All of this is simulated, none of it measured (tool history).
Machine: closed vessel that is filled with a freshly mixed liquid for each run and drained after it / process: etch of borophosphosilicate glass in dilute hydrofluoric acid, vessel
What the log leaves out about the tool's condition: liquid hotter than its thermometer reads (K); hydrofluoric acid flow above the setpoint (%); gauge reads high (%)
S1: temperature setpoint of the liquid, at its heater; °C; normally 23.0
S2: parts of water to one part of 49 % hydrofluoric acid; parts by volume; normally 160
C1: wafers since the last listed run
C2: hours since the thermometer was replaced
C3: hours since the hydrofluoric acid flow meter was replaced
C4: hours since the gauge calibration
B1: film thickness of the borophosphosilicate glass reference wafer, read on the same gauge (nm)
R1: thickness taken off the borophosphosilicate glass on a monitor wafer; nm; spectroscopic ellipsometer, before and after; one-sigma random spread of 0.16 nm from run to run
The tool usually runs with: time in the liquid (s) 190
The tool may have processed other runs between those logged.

{"run": 1, "day": 0.0, "S1": 23.0, "S2": 160, "time in the liquid (s)": 190, "C1": 0, "C2": 2592.0, "C3": 1777.3, "C4": 9.9, "B1": 89.99, "R1": 43.91}
{"run": 2, "day": 0.325, "S1": 23.0, "S2": 220, "time in the liquid (s)": 190, "C1": 538, "C2": 2599.8, "C3": 1785.1, "C4": 17.7, "B1": 90.05, "R1": 29.83}
{"run": 3, "day": 0.8, "S1": 23.0, "S2": 220, "time in the liquid (s)": 190, "C1": 786, "C2": 2611.2, "C3": 1796.5, "C4": 29.1, "B1": 89.99, "R1": 29.74}
{"run": 4, "day": 1.179, "S1": 23.0, "S2": 115, "time in the liquid (s)": 190, "C1": 627, "C2": 2620.3, "C3": 1805.6, "C4": 38.2, "B1": 90.03, "R1": 64.67}
{"run": 5, "day": 1.429, "S1": 23.0, "S2": 105, "time in the liquid (s)": 190, "C1": 413, "C2": 2626.3, "C3": 1811.6, "C4": 44.2, "B1": 90.0, "R1": 70.9}
{"run": 6, "day": 2.038, "S1": 23.0, "S2": 105, "time in the liquid (s)": 190, "C1": 1007, "C2": 2640.9, "C3": 1826.2, "C4": 58.8, "B1": 89.98, "R1": 71.39}
{"run": 7, "day": 2.721, "S1": 23.0, "S2": 160, "time in the liquid (s)": 190, "C1": 1131, "C2": 2657.3, "C3": 1842.6, "C4": 75.2, "B1": 90.01, "R1": 43.75}
{"run": 8, "day": 3.433, "S1": 23.0, "S2": 160, "time in the liquid (s)": 190, "C1": 1179, "C2": 2674.4, "C3": 1859.7, "C4": 92.3, "B1": 90.01, "R1": 44.15}
{"day": 4.729, "done": "thermometer replaced"}
{"run": 9, "day": 5.238, "S1": 23.0, "S2": 160, "time in the liquid (s)": 190, "C1": 2918, "C2": 12.2, "C3": 1903.0, "C4": 135.6, "B1": 89.99, "R1": 39.38}
{"run": 10, "day": 5.683, "S1": 23.0, "S2": 135, "time in the liquid (s)": 150, "C1": 738, "C2": 22.9, "C3": 1913.7, "C4": 146.3, "B1": 89.98, "R1": 37.75}
{"run": 11, "day": 5.996, "S1": 23.0, "S2": 135, "time in the liquid (s)": 150, "C1": 517, "C2": 30.4, "C3": 1921.2, "C4": 153.8, "B1": 90.02, "R1": 38.02}
{"run": 12, "day": 6.729, "S1": 23.0, "S2": 135, "time in the liquid (s)": 150, "C1": 1214, "C2": 48.0, "C3": 1938.8, "C4": 171.4, "B1": 89.99, "R1": 38.1}
{"day": 6.812, "done": "hydrofluoric acid flow meter replaced"}
{"run": 13, "day": 7.162, "S1": 24.5, "S2": 160, "time in the liquid (s)": 190, "C1": 648, "C2": 58.4, "C3": 8.4, "C4": 181.8, "B1": 90.0, "R1": 41.64}
{"run": 14, "day": 7.612, "S1": 21.5, "S2": 160, "time in the liquid (s)": 190, "C1": 745, "C2": 69.2, "C3": 19.2, "C4": 192.6, "B1": 90.0, "R1": 37.03}
{"run": 15, "day": 8.179, "S1": 23.0, "S2": 160, "time in the liquid (s)": 280, "C1": 938, "C2": 82.8, "C3": 32.8, "C4": 206.2, "B1": 89.99, "R1": 57.86}
{"run": 16, "day": 10.425, "S1": 23.0, "S2": 105, "time in the liquid (s)": 190, "C1": 3719, "C2": 136.7, "C3": 86.7, "C4": 260.1, "B1": 90.02, "R1": 64.11}
{"run": 17, "day": 10.792, "S1": 23.0, "S2": 160, "time in the liquid (s)": 190, "C1": 607, "C2": 145.5, "C3": 95.5, "C4": 268.9, "B1": 90.01, "R1": 39.21}
{"day": 11.058, "done": "gauge calibrated"}
{"run": 18, "day": 11.088, "S1": 19.5, "S2": 210, "time in the liquid (s)": 190, "C1": 489, "C2": 152.6, "C3": 102.6, "C4": 0.7, "B1": 90.02, "R1": 24.96}
{"run": 19, "day": 11.379, "S1": 21.0, "S2": 200, "time in the liquid (s)": 285, "C1": 482, "C2": 159.6, "C3": 109.6, "C4": 7.7, "B1": 90.02, "R1": 42.43}
{"run": 20, "day": 12.117, "S1": 23.0, "S2": 160, "time in the liquid (s)": 225, "C1": 1221, "C2": 177.3, "C3": 127.3, "C4": 25.4, "B1": 90.0, "R1": 47.07}
{"run": 21, "day": 12.429, "S1": 19.0, "S2": 130, "time in the liquid (s)": 90, "C1": 517, "C2": 184.8, "C3": 134.8, "C4": 32.9, "B1": 90.0, "R1": 20.5}
{"run": 22, "day": 13.088, "S1": 23.0, "S2": 160, "time in the liquid (s)": 190, "C1": 1090, "C2": 200.6, "C3": 150.6, "C4": 48.7, "B1": 90.0, "R1": 39.43}
{"run": 23, "day": 13.588, "S1": 19.5, "S2": 160, "time in the liquid (s)": 190, "C1": 827, "C2": 212.6, "C3": 162.6, "C4": 60.7, "B1": 89.98, "R1": 34.53}
{"run": 24, "day": 14.025, "S1": 23.0, "S2": 180, "time in the liquid (s)": 190, "C1": 724, "C2": 223.1, "C3": 173.1, "C4": 71.2, "B1": 90.02, "R1": 34.54}
{"run": 25, "day": 14.721, "S1": 27.5, "S2": 80, "time in the liquid (s)": 190, "C1": 1152, "C2": 239.8, "C3": 189.8, "C4": 87.9, "B1": 89.98, "R1": 104.49}

Below are 5 alternative next runs, each starting from the tool's condition after run 25. Predict each:
{"run": "A", "day": 14.75, "S1": 23.0, "S2": 160, "time in the liquid (s)": 190, "C1": 48, "C2": 240.5, "C3": 190.5, "C4": 88.6, "B1": "?", "R1": "?"}
{"run": "B", "day": 14.75, "S1": 26.5, "S2": 125, "time in the liquid (s)": 290, "C1": 48, "C2": 240.5, "C3": 190.5, "C4": 88.6, "B1": "?", "R1": "?"}
{"run": "C", "day": 14.75, "S1": 23.0, "S2": 235, "time in the liquid (s)": 145, "C1": 48, "C2": 240.5, "C3": 190.5, "C4": 88.6, "B1": "?", "R1": "?"}
{"run": "D", "day": 14.75, "S1": 23.0, "S2": 210, "time in the liquid (s)": 190, "C1": 48, "C2": 240.5, "C3": 190.5, "C4": 88.6, "B1": "?", "R1": "?"}
{"run": "E", "day": 14.75, "S1": 23.0, "S2": 160, "time in the liquid (s)": 85, "C1": 48, "C2": 240.5, "C3": 190.5, "C4": 88.6, "B1": "?", "R1": "?"}

run=A B1=90.02 R1=39.79
run=B B1=90.02 R1=92.57
run=C B1=90.02 R1=19.09
run=D B1=90.02 R1=28.73
run=E B1=90.02 R1=17.80
With no hidden state in the tool, these same runs would have given:
run=A R1=39.26
run=B R1=91.35
run=C R1=18.85
run=D R1=28.36
run=E R1=17.57
